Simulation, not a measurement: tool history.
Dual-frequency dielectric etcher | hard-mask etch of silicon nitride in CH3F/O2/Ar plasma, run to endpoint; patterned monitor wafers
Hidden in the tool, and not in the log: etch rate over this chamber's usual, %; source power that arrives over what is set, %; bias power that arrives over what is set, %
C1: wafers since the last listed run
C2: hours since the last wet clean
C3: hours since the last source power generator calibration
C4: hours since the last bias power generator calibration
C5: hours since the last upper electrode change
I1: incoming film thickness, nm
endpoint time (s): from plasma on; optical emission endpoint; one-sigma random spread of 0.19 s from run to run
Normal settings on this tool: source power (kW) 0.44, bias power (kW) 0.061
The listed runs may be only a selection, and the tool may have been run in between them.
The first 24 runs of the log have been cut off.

{"run": 25, "hour": 2002.4, "source power (kW)": 0.41, "bias power (kW)": 0.055, "C1": 899, "C2": 365.3, "C3": 1131.4, "C4": 208.6, "C5": 1230.5, "I1": 29.53, "endpoint time (s)": 45.3}
{"run": 26, "hour": 2046.8, "source power (kW)": 0.39, "bias power (kW)": 0.07, "C1": 436, "C2": 409.7, "C3": 1175.8, "C4": 253, "C5": 1274.9, "I1": 29.61, "endpoint time (s)": 41.7}
{"run": 27, "hour": 2137.0, "source power (kW)": 0.51, "bias power (kW)": 0.066, "C1": 887, "C2": 499.9, "C3": 1266, "C4": 343.2, "C5": 1365.1, "I1": 29.52, "endpoint time (s)": 39.5}
{"run": 28, "hour": 2237.9, "source power (kW)": 0.44, "bias power (kW)": 0.061, "C1": 992, "C2": 600.8, "C3": 1366.9, "C4": 444.1, "C5": 1466, "I1": 29.61, "endpoint time (s)": 43.2}
{"run": 29, "hour": 2289.5, "source power (kW)": 0.47, "bias power (kW)": 0.073, "C1": 507, "C2": 652.4, "C3": 1418.5, "C4": 495.7, "C5": 1517.6, "I1": 29.83, "endpoint time (s)": 39.2}
{"hour": 2380.0, "done": "wet clean of the chamber"}
{"run": 30, "hour": 2380.5, "source power (kW)": 0.44, "bias power (kW)": 0.061, "C1": 659, "C2": 0.5, "C3": 1509.5, "C4": 586.7, "C5": 1608.6, "I1": 29.91, "endpoint time (s)": 41.9}
{"run": 31, "hour": 2434.5, "source power (kW)": 0.47, "bias power (kW)": 0.053, "C1": 531, "C2": 54.5, "C3": 1563.5, "C4": 640.7, "C5": 1662.6, "I1": 29.22, "endpoint time (s)": 42.9}
{"run": 32, "hour": 2490.8, "source power (kW)": 0.49, "bias power (kW)": 0.061, "C1": 553, "C2": 110.8, "C3": 1619.8, "C4": 697, "C5": 1718.9, "I1": 29.55, "endpoint time (s)": 40.4}
{"run": 33, "hour": 2586.7, "source power (kW)": 0.49, "bias power (kW)": 0.067, "C1": 943, "C2": 206.7, "C3": 1715.7, "C4": 792.9, "C5": 1814.8, "I1": 29.9, "endpoint time (s)": 39.5}
{"run": 34, "hour": 2649.0, "source power (kW)": 0.41, "bias power (kW)": 0.056, "C1": 613, "C2": 269, "C3": 1778, "C4": 855.2, "C5": 1877.1, "I1": 29.6, "endpoint time (s)": 45.2}
{"run": 35, "hour": 2737.3, "source power (kW)": 0.39, "bias power (kW)": 0.048, "C1": 868, "C2": 357.3, "C3": 1866.3, "C4": 943.5, "C5": 1965.4, "I1": 29.63, "endpoint time (s)": 49.3}

What if the next run were any one of these 4? Each begins from the tool's condition after run 35:
{"run": "A", "hour": 2737.7, "source power (kW)": 0.44, "bias power (kW)": 0.061, "C1": 3, "C2": 357.7, "C3": 1866.7, "C4": 943.9, "C5": 1965.8, "I1": 29.64, "endpoint time (s)": "?"}
{"run": "B", "hour": 2737.7, "source power (kW)": 0.47, "bias power (kW)": 0.055, "C1": 3, "C2": 357.7, "C3": 1866.7, "C4": 943.9, "C5": 1965.8, "I1": 29.64, "endpoint time (s)": "?"}
{"run": "C", "hour": 2737.7, "source power (kW)": 0.38, "bias power (kW)": 0.061, "C1": 3, "C2": 357.7, "C3": 1866.7, "C4": 943.9, "C5": 1965.8, "I1": 29.64, "endpoint time (s)": "?"}
{"run": "D", "hour": 2737.7, "source power (kW)": 0.53, "bias power (kW)": 0.051, "C1": 3, "C2": 357.7, "C3": 1866.7, "C4": 943.9, "C5": 1965.8, "I1": 29.64, "endpoint time (s)": "?"}

run=A endpoint_time_(s)=42.6
run=B endpoint_time_(s)=43.6
run=C endpoint_time_(s)=44.9
run=D endpoint_time_(s)=43.1
The same runs, with their run-to-run variation unchanged, on a tool lacking any hidden condition would have given:
run=A endpoint_time_(s)=41.1
run=B endpoint_time_(s)=42.1
run=C endpoint_time_(s)=43.3
run=D endpoint_time_(s)=41.6
